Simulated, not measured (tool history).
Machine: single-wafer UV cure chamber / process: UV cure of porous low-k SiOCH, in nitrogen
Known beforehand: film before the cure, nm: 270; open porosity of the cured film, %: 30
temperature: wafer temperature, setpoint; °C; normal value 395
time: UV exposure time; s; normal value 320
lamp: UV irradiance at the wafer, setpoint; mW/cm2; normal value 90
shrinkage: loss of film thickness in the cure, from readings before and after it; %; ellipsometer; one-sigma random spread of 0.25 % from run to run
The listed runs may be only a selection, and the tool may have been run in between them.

| run | day | temperature | time | lamp | wafers since the last listed run | hours since the UV bulbs were replaced | wafers since the quartz window was cleaned | shrinkage |
|---|---|---|---|---|---|---|---|---|
| 1 | 0.000 | 395 | 320 | 90 | 0 | 793.8 | 101 | 13.224 |
| 2 | 1.433 | 395 | 320 | 90 | 131 | 828.2 | 233 | 13.260 |
| 3 | 3.467 | 395 | 320 | 90 | 186 | 877.0 | 420 | 12.860 |
| 4 | 6.288 | 395 | 320 | 90 | 258 | 944.7 | 679 | 12.496 |
| 5 | 8.054 | 395 | 320 | 90 | 162 | 987.1 | 841 | 13.035 |
| 6 | 9.883 | 395 | 320 | 90 | 167 | 1031.0 | 1009 | 12.794 |
| 7 | 10.942 | 395 | 320 | 90 | 97 | 1056.4 | 1106 | 13.005 |
| 8 | 12.667 | 395 | 320 | 90 | 158 | 1097.8 | 1264 | 12.693 |
| 9 | 14.254 | 395 | 320 | 90 | 145 | 1135.9 | 1410 | 12.576 |
| 10 | 16.271 | 395 | 320 | 90 | 185 | 1184.3 | 1595 | 12.712 |
| 11 | 19.175 | 395 | 320 | 90 | 266 | 1254.0 | 1862 | 12.863 |
| 12 | 21.158 | 395 | 320 | 90 | 182 | 1301.6 | 2044 | 12.577 |
| 13 | 23.458 | 395 | 320 | 90 | 211 | 1356.8 | 2255 | 12.582 |
| 14 | 25.646 | 395 | 320 | 90 | 200 | 1409.3 | 2456 | 12.545 |
| 15 | 27.654 | 395 | 320 | 90 | 184 | 1457.5 | 2640 | 12.821 |
|  | 28.542 | quartz window cleaned |
| 16 | 30.375 | 395 | 320 | 67 | 219 | 1522.8 | 168 | 10.366 |
|  | 38.279 | UV bulbs replaced |
| 17 | 38.458 | 395 | 320 | 67 | 711 | 4.3 | 879 | 12.842 |
| 18 | 42.104 | 395 | 320 | 90 | 334 | 91.8 | 1214 | 14.566 |
| 19 | 43.462 | 395 | 320 | 90 | 124 | 124.4 | 1339 | 14.488 |
| 20 | 45.025 | 395 | 320 | 90 | 143 | 161.9 | 1482 | 14.495 |
| 21 | 47.417 | 380 | 320 | 113 | 219 | 219.3 | 1702 | 14.647 |
| 22 | 49.671 | 386 | 225 | 53 | 206 | 273.4 | 1909 | 10.058 |
|  | 51.562 | quartz window cleaned |
| 23 | 51.583 | 408 | 455 | 68 | 144 | 319.3 | 1 | 14.534 |
| 24 | 59.321 | 403 | 320 | 52 | 710 | 505.0 | 712 | 11.379 |
| 25 | 63.283 | 382 | 255 | 64 | 363 | 600.1 | 1075 | 10.470 |
| 26 | 65.796 | 395 | 485 | 76 | 230 | 660.4 | 1306 | 14.714 |
| 27 | 67.750 | 407 | 320 | 71 | 179 | 707.3 | 1485 | 12.947 |
| 28 | 68.908 | 406 | 225 | 63 | 106 | 735.1 | 1592 | 10.264 |
| 29 | 71.554 | 395 | 320 | 90 | 242 | 798.6 | 1835 | 13.869 |
| 30 | 72.925 | 395 | 320 | 90 | 125 | 831.5 | 1960 | 13.468 |
| 31 | 74.788 | 395 | 495 | 57 | 170 | 876.2 | 2131 | 13.624 |
| 32 | 76.158 | 380 | 190 | 90 | 125 | 909.1 | 2257 | 10.655 |
| 33 | 77.700 | 395 | 320 | 109 | 141 | 946.1 | 2399 | 13.813 |
|  | 78.629 | quartz window cleaned |
| 34 | 79.062 | 395 | 320 | 90 | 94 | 978.8 | 39 | 13.118 |
| 35 | 81.112 | 395 | 220 | 90 | 188 | 1028.0 | 228 | 11.551 |
| 36 | 83.804 | 375 | 320 | 90 | 247 | 1092.6 | 475 | 12.671 |
| 37 | 85.267 | 395 | 320 | 90 | 134 | 1127.7 | 609 | 13.073 |
| 38 | 86.746 | 404 | 230 | 60 | 135 | 1163.2 | 745 | 9.716 |
| 39 | 88.292 | 395 | 180 | 90 | 141 | 1200.3 | 887 | 10.264 |
| 40 | 89.392 | 382 | 155 | 108 | 100 | 1226.7 | 988 | 10.328 |
| 41 | 90.475 | 409 | 440 | 79 | 99 | 1252.7 | 1087 | 14.057 |
| 42 | 93.288 | 395 | 320 | 118 | 258 | 1320.2 | 1345 | 14.064 |

Predict each of these 3 candidate next runs independently; none follows another, all start after run 42:
| A | 93.308 | 395 | 320 | 90 | 1 | 1320.7 | 1347 | ? |
| B | 93.308 | 395 | 500 | 66 | 1 | 1320.7 | 1347 | ? |
| C | 93.308 | 390 | 470 | 68 | 1 | 1320.7 | 1347 | ? |

| run | shrinkage |
|---|---|
| A | 12.832 |
| B | 13.484 |
| C | 13.235 |
The same runs, with their run-to-run variation unchanged, on a tool lacking any hidden condition would have given:
| run | shrinkage |
|---|---|
| A | 14.242 |
| B | 14.910 |
| C | 14.656 |
